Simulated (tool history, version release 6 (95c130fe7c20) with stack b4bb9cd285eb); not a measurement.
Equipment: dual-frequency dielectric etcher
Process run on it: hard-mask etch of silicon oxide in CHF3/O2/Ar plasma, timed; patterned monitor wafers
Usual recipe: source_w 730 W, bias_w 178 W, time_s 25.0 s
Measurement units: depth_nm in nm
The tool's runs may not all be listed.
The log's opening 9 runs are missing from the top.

run    hour  source_w  bias_w  time_s  wafers since the last listed run  hours since the last wet clean  hours since the last source power generator calibration  hours since the last bias power generator calibration  hours since the last upper electrode change  hours since the gauge calibration  read-back reference wafer on the same gauge, depth_nm  depth_nm
 10   396.4       730     178    25.0                               470                           416.8                                                   1512.1                                                  515.3                                        157.0                             1468.5                                                   61.5      61.5
      470.4  -- source power generator calibrated
      520.5  -- wet clean of the chamber
 11   553.4       670     178    29.5                              1555                            32.9                                                     83.0                                                  672.3                                        314.0                             1625.5                                                   61.5      68.4
 12   761.0       810     178    25.0                              2503                           240.5                                                    290.6                                                  879.9                                        521.6                             1833.1                                                   61.5      63.0
 13   822.7       730     178    25.0                               743                           302.2                                                    352.3                                                  941.6                                        583.3                             1894.8                                                   61.5      60.6
 14   848.7       640     220    27.5                               313                           328.2                                                    378.3                                                  967.6                                        609.3                             1920.8                                                   61.4      71.2
 15   887.4       870     178    28.5                               466                           366.9                                                    417.0                                                 1006.3                                        648.0                             1959.5                                                   61.5      74.3
 16   917.4       580     143    25.0                               361                           396.9                                                    447.0                                                 1036.3                                        678.0                             1989.5                                                   61.5      50.0
      968.9  -- gauge calibrated
      975.2  -- wet clean of the chamber
 17   988.9       730     178    25.0                               572                            13.7                                                    518.5                                                 1107.8                                        749.5                               20.0                                                   61.4      59.6
 18  1041.6       890     178    28.0                               635                            66.4                                                    571.2                                                 1160.5                                        802.2                               72.7                                                   61.5      71.4
 19  1072.1       840     178    25.0                               367                            96.9                                                    601.7                                                 1191.0                                        832.7                              103.2                                                   61.5      63.4
 20  1138.9       590     146    19.5                               805                           163.7                                                    668.5                                                 1257.8                                        899.5                              170.0                                                   61.5      38.9
 21  1181.6       780     148    28.5                               514                           206.4                                                    711.2                                                 1300.5                                        942.2                              212.7                                                   61.5      64.0
 22  1210.0       730     178    27.5                               342                           234.8                                                    739.6                                                 1328.9                                        970.6                              241.1                                                   61.5      66.5
 23  1255.8       620     195    27.0                               552                           280.6                                                    785.4                                                 1374.7                                       1016.4                              286.9                                                   61.5      64.4
 24  1313.1       620     178    19.5                               690                           337.9                                                    842.7                                                 1432.0                                       1073.7                              344.2                                                   61.4      44.7
 25  1374.6       730     178    25.0                               741                           399.4                                                    904.2                                                 1493.5                                       1135.2                              405.7                                                   61.6      61.3
 26  1433.2       730     136    30.5                               706                           458.0                                                    962.8                                                 1552.1                                       1193.8                              464.3                                                   61.5      65.4
 27  1463.5       730     178    30.5                               365                           488.3                                                    993.1                                                 1582.4                                       1224.1                              494.6                                                   61.5      75.5
 28  1489.9       730     134    19.0                               318                           514.7                                                   1019.5                                                 1608.8                                       1250.5                              521.0                                                   61.5      40.7
     1531.9  -- wet clean of the chamber
 29  1533.9       730     178    25.0                               241                             2.0                                                   1063.5                                                 1652.8                                       1294.5                              565.0                                                   61.5      59.6
 30  1595.0       730     148    19.5                               736                            63.1                                                   1124.6                                                 1713.9                                       1355.6                              626.1                                                   61.5      42.5

Branching from run 30: 4 alternative next runs. What would each branch give?
  A  1595.4       730     178    25.0                                 4                            63.5                                                   1125.0                                                 1714.3                                       1356.0                              626.5                                                      ?         ?
  B  1595.4       860     213    20.0                                 4                            63.5                                                   1125.0                                                 1714.3                                       1356.0                              626.5                                                      ?         ?
  C  1595.4       550     206    25.0                                 4                            63.5                                                   1125.0                                                 1714.3                                       1356.0                              626.5                                                      ?         ?
  D  1595.4       600     155    32.0                                 4                            63.5                                                   1125.0                                                 1714.3                                       1356.0                              626.5                                                      ?         ?

run  read-back reference wafer on the same gauge, depth_nm  depth_nm
  A                                                   61.5      59.7
  B                                                   61.5      55.4
  C                                                   61.5      58.0
  D                                                   61.5      66.2
Take away the tool's hidden state, keep each run's random variation, and the runs would have read:
run  depth_nm
  A      59.3
  B      55.1
  C      57.7
  D      65.8
